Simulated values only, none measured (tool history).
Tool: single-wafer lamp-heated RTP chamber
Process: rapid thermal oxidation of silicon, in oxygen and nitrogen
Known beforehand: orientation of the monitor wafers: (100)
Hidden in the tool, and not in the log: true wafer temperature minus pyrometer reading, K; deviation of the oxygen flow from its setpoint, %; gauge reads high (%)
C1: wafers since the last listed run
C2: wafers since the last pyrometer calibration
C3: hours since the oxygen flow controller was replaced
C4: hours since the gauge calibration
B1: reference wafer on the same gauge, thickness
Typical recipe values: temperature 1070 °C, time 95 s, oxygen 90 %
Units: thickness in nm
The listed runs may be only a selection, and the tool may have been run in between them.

run 1 hour=0.0 | temperature=1059 time=95 oxygen=98 | C1=0 C2=3376 C3=2520.3 C4=349.4 | B1=10.701 | thickness=11.390
run 2 hour=13.4 | temperature=1059 time=95 oxygen=98 | C1=81 C2=3458 C3=2533.7 C4=362.8 | B1=10.688 | thickness=11.393
run 3 hour=32.9 | temperature=1059 time=95 oxygen=98 | C1=118 C2=3577 C3=2553.2 C4=382.3 | B1=10.698 | thickness=11.504
run 4 hour=67.0 | temperature=1070 time=131 oxygen=90 | C1=207 C2=3785 C3=2587.3 C4=416.4 | B1=10.670 | thickness=13.784
run 5 hour=96.7 | temperature=1070 time=62 oxygen=90 | C1=181 C2=3966 C3=2617.0 C4=446.1 | B1=10.698 | thickness=9.788
run 6 hour=125.6 | temperature=1062 time=95 oxygen=90 | C1=176 C2=4142 C3=2645.9 C4=475.0 | B1=10.700 | thickness=11.306
run 7 hour=150.9 | temperature=1070 time=65 oxygen=90 | C1=154 C2=4297 C3=2671.2 C4=500.3 | B1=10.716 | thickness=10.209
run 8 hour=176.2 | temperature=1070 time=95 oxygen=96 | C1=154 C2=4451 C3=2696.5 C4=525.6 | B1=10.685 | thickness=12.266
run 9 hour=191.8 | temperature=1070 time=95 oxygen=96 | C1=95 C2=4546 C3=2712.1 C4=541.2 | B1=10.693 | thickness=12.219
run 10 hour=217.8 | temperature=1070 time=95 oxygen=90 | C1=158 C2=4705 C3=2738.1 C4=567.2 | B1=10.710 | thickness=11.968
run 11 hour=250.1 | temperature=1070 time=95 oxygen=90 | C1=196 C2=4902 C3=2770.4 C4=599.5 | B1=10.710 | thickness=12.053
run 12 hour=294.1 | temperature=1070 time=95 oxygen=90 | C1=268 C2=5170 C3=2814.4 C4=643.5 | B1=10.686 | thickness=11.940
-- hour=316.0 oxygen flow controller replaced
run 13 hour=316.5 | temperature=1081 time=95 oxygen=83 | C1=87 C2=5258 C3=0.5 C4=665.9 | B1=10.726 | thickness=12.480
run 14 hour=345.2 | temperature=1081 time=95 oxygen=83 | C1=175 C2=5433 C3=29.2 C4=694.6 | B1=10.708 | thickness=12.510
run 15 hour=376.6 | temperature=1081 time=95 oxygen=83 | C1=191 C2=5624 C3=60.6 C4=726.0 | B1=10.709 | thickness=12.626
run 16 hour=402.5 | temperature=1070 time=95 oxygen=90 | C1=157 C2=5782 C3=86.5 C4=751.9 | B1=10.716 | thickness=12.244
run 17 hour=433.3 | temperature=1062 time=95 oxygen=90 | C1=187 C2=5970 C3=117.3 C4=782.7 | B1=10.695 | thickness=11.432
run 18 hour=457.2 | temperature=1070 time=95 oxygen=90 | C1=145 C2=6116 C3=141.2 C4=806.6 | B1=10.699 | thickness=12.197
run 19 hour=485.5 | temperature=1070 time=70 oxygen=90 | C1=172 C2=6288 C3=169.5 C4=834.9 | B1=10.692 | thickness=10.480
run 20 hour=510.3 | temperature=1097 time=57 oxygen=90 | C1=151 C2=6440 C3=194.3 C4=859.7 | B1=10.678 | thickness=11.411
run 21 hour=549.0 | temperature=1070 time=95 oxygen=90 | C1=236 C2=6676 C3=233.0 C4=898.4 | B1=10.688 | thickness=12.166
-- hour=583.0 gauge calibrated
run 22 hour=583.7 | temperature=1070 time=50 oxygen=98 | C1=211 C2=6887 C3=267.7 C4=0.7 | B1=10.703 | thickness=9.386
run 23 hour=609.0 | temperature=1040 time=95 oxygen=90 | C1=154 C2=7042 C3=293.0 C4=26.0 | B1=10.701 | thickness=10.023
run 24 hour=634.1 | temperature=1070 time=67 oxygen=90 | C1=153 C2=7195 C3=318.1 C4=51.1 | B1=10.729 | thickness=10.354
run 25 hour=653.1 | temperature=1047 time=125 oxygen=98 | C1=115 C2=7311 C3=337.1 C4=70.1 | B1=10.704 | thickness=12.264
-- hour=690.4 pyrometer window cleaned and pyrometer calibrated
run 26 hour=690.9 | temperature=1070 time=95 oxygen=90 | C1=181 C2=2 C3=374.9 C4=107.9 | B1=10.688 | thickness=11.725
run 27 hour=711.1 | temperature=1070 time=95 oxygen=90 | C1=123 C2=125 C3=395.1 C4=128.1 | B1=10.723 | thickness=11.704
run 28 hour=725.8 | temperature=1070 time=50 oxygen=90 | C1=89 C2=215 C3=409.8 C4=142.8 | B1=10.691 | thickness=8.743
run 29 hour=750.5 | temperature=1078 time=78 oxygen=98 | C1=150 C2=366 C3=434.5 C4=167.5 | B1=10.703 | thickness=11.617
run 30 hour=771.2 | temperature=1082 time=72 oxygen=80 | C1=126 C2=492 C3=455.2 C4=188.2 | B1=10.694 | thickness=10.613
run 31 hour=801.2 | temperature=1070 time=95 oxygen=90 | C1=182 C2=675 C3=485.2 C4=218.2 | B1=10.709 | thickness=11.747
run 32 hour=828.2 | temperature=1095 time=77 oxygen=90 | C1=164 C2=840 C3=512.2 C4=245.2 | B1=10.695 | thickness=12.628
run 33 hour=858.6 | temperature=1096 time=95 oxygen=72 | C1=185 C2=1025 C3=542.6 C4=275.6 | B1=10.691 | thickness=12.854
run 34 hour=878.4 | temperature=1082 time=95 oxygen=90 | C1=120 C2=1146 C3=562.4 C4=295.4 | B1=10.694 | thickness=12.661
run 35 hour=905.8 | temperature=1070 time=62 oxygen=90 | C1=167 C2=1313 C3=589.8 C4=322.8 | B1=10.714 | thickness=9.726
run 36 hour=918.4 | temperature=1070 time=95 oxygen=90 | C1=76 C2=1390 C3=602.4 C4=335.4 | B1=10.703 | thickness=11.817
run 37 hour=953.6 | temperature=1070 time=71 oxygen=90 | C1=214 C2=1604 C3=637.6 C4=370.6 | B1=10.709 | thickness=10.309
run 38 hour=977.4 | temperature=1070 time=71 oxygen=98 | C1=145 C2=1749 C3=661.4 C4=394.4 | B1=10.712 | thickness=10.779
run 39 hour=992.6 | temperature=1070 time=81 oxygen=66 | C1=92 C2=1842 C3=676.6 C4=409.6 | B1=10.716 | thickness=9.852

What if the next run were any one of these 3? Each begins from the tool's condition after run 39:
run A hour=993.0 | temperature=1070 time=95 oxygen=90 | C1=2 C2=1845 C3=677.0 C4=410.0 | B1=? | thickness=?
run B hour=993.0 | temperature=1070 time=95 oxygen=79 | C1=2 C2=1845 C3=677.0 C4=410.0 | B1=? | thickness=?
run C hour=993.0 | temperature=1086 time=81 oxygen=98 | C1=2 C2=1845 C3=677.0 C4=410.0 | B1=? | thickness=?

run=A B1=10.699 thickness=11.787
run=B B1=10.699 thickness=11.242
run=C B1=10.699 thickness=12.548
Take away the tool's hidden state, keep each run's random variation, and the runs would have read:
run=A thickness=11.598
run=B thickness=11.062
run=C thickness=12.352

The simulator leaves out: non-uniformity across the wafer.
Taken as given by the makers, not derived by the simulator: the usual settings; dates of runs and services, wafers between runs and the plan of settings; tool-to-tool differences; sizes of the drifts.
